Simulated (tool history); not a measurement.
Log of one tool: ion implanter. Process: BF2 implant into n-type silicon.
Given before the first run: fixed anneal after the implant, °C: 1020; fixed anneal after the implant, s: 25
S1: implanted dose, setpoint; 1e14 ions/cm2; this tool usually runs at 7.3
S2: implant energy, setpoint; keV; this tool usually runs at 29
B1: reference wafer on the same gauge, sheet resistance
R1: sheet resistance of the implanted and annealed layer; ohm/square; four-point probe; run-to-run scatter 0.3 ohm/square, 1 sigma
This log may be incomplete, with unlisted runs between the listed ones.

run     day    S1    S2      B1      R1
  1       0  8.13    29     164  186.77
  2   0.646  8.13    29  163.98  186.86
  3     1.4  7.95    29  163.99  189.91
  4     2.6  7.95    29  163.89  189.95
  5   3.617  8.77    29  163.93  178.28
  6   4.733  8.77    29  163.92  178.17
  7   6.138   7.3    29  164.06  201.33
  8   7.554   7.3    29  164.04  202.63
  9     8.9   7.3    29  164.05  201.97
 10   9.871  5.83    24  164.03  246.82
 11  11.158  5.83    24   164.1  247.13
     11.629  -- gauge calibrated
 12  11.775  5.83    24  163.96  247.48
 13   12.55   7.3    29  163.89  202.33
      13.85  -- extraction supply calibrated
 14  13.871   7.3    29  163.99  202.69
 15    14.8  8.81    29  164.04  178.66
 16  15.696  8.81    29  164.08  178.39
 17  16.296  8.13    29  163.88   187.7
     17.767  -- Faraday cup replaced and dose calibrated
 18  17.788  6.38    29  164.09  219.35
 19  18.921   7.3    29  164.05  198.71
 20  19.712  8.85    32  164.03  171.26
 21  20.596  6.13    29  163.97  226.75
 22  22.042   7.3    29  164.18  199.04
 23  23.112   7.3    23     164  209.96
 24  24.062  7.91    29  164.02  188.69
 25  25.279  8.08    29  163.97  185.44
 26   26.35  8.52  37.5  163.91  169.22
 27  27.017  5.92    29  164.03  233.36
 28  27.742  8.41  32.5  163.97  175.94
 29  29.188  8.25    32  163.96  179.44
 30  29.983   7.3    38  163.98   190.5
 31  30.508   7.3  32.5  164.09  195.37
 32  31.996   8.4  33.5  164.06   175.4
 33    32.8  5.97    29  164.03  232.75

Alternative continuations, all from the tool just after run 33; predict every row:
  A  32.817   7.3    29   ?   ?
  B  32.817  9.15  22.5   ?   ?
  C  32.817  6.03  22.5   ?   ?
  D  32.817  5.66    33   ?   ?

run      B1      R1
  A  163.91  200.63
  B  163.91  185.04
  C  163.91  242.13
  D  163.91  239.24
Without the tool's unlogged condition, the same runs would have read:
run      R1
  A  199.85
  B  184.49
  C  241.16
  D  238.17
